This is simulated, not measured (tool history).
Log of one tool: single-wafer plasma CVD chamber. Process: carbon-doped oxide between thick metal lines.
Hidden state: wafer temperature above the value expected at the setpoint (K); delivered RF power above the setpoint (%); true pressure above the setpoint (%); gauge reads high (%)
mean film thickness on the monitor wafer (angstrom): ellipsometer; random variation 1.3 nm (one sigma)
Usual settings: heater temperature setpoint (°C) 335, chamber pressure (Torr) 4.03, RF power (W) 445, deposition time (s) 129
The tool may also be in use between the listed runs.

run     day  heater temperature setpoint (°C)  chamber pressure (Torr)  RF power (W)  deposition time (s)  wafers since the last listed run  hours since the last thermocouple change  hours since the last RF generator calibration  hours since the last manometer calibration  hours since the showerhead was replaced  hours since the gauge calibration  read-back reference wafer on the same gauge, thickness_nm  mean film thickness on the monitor wafer (angstrom)
  1       0                               335                     4.03           445                  129                                 0                                    2375.1                                           1615                                      1062.8                                   3205.1                              507.6                                                    513.849                                              5867.99
  2   2.354                               335                     4.03           445                  129                               682                                    2431.6                                         1671.5                                      1119.3                                   3261.6                              564.1                                                    513.884                                              5860.48
  3   5.108                               335                     4.03           445                  129                               797                                    2497.7                                         1737.6                                      1185.4                                   3327.7                              630.2                                                    513.813                                              5882.79
  4   6.796                               344                     4.03           445                  119                               488                                    2538.2                                         1778.1                                      1225.9                                   3368.2                              670.7                                                    513.888                                              5273.76
  5   9.062                               335                     4.03           495                  129                               656                                    2592.6                                         1832.5                                      1280.3                                   3422.6                              725.1                                                     513.55                                              6260.02
  6  11.479                               327                     4.03           445                  129                               700                                    2650.6                                         1890.5                                      1338.3                                   3480.6                              783.1                                                    513.827                                              6065.37
  7  16.612                               327                     4.03           445                  129                              1487                                    2773.8                                         2013.7                                      1461.5                                   3603.8                              906.3                                                    513.758                                              6087.88
  8  17.729                               327                     4.03           445                  129                               323                                    2800.6                                         2040.5                                      1488.3                                   3630.6                              933.1                                                    514.329                                              6111.15
     20.042  -- thermocouple changed; heater temperature recalibrated
  9  20.125                               335                     4.03           445                  129                               597                                         2                                           2098                                      1545.8                                   3688.1                              990.6                                                    513.984                                              5772.59
 10  21.288                               335                     4.03           445                  129                               336                                      29.9                                         2125.9                                      1573.7                                     3716                             1018.5                                                    514.112                                              5814.78
     22.562  -- showerhead replaced
 11  22.708                               335                     4.03           445                  129                               315                                        64                                           2160                                      1607.8                                      3.5                             1052.6                                                    513.855                                              5794.98
 12  25.592                               335                     4.03           445                  129                               835                                     133.2                                         2229.2                                        1677                                     72.7                             1121.8                                                    513.989                                              5767.55
 13  28.175                               335                     4.03           445                  129                               748                                     195.2                                         2291.2                                        1739                                    134.7                             1183.8                                                    514.227                                              5781.68

The next listed run, before its measurement:
     28.242  -- gauge calibrated
 14  29.271                               335                     4.03           445                  129                               317                                     221.5                                         2317.5                                      1765.3                                      161                               24.7                                                          ?                                                    ?

Run 14 gave read-back reference wafer on the same gauge, thickness_nm 513.909, mean film thickness on the monitor wafer (angstrom) 5748.28.
Without the tool's hidden state the same run would have given mean film thickness on the monitor wafer (angstrom) 5999.35.

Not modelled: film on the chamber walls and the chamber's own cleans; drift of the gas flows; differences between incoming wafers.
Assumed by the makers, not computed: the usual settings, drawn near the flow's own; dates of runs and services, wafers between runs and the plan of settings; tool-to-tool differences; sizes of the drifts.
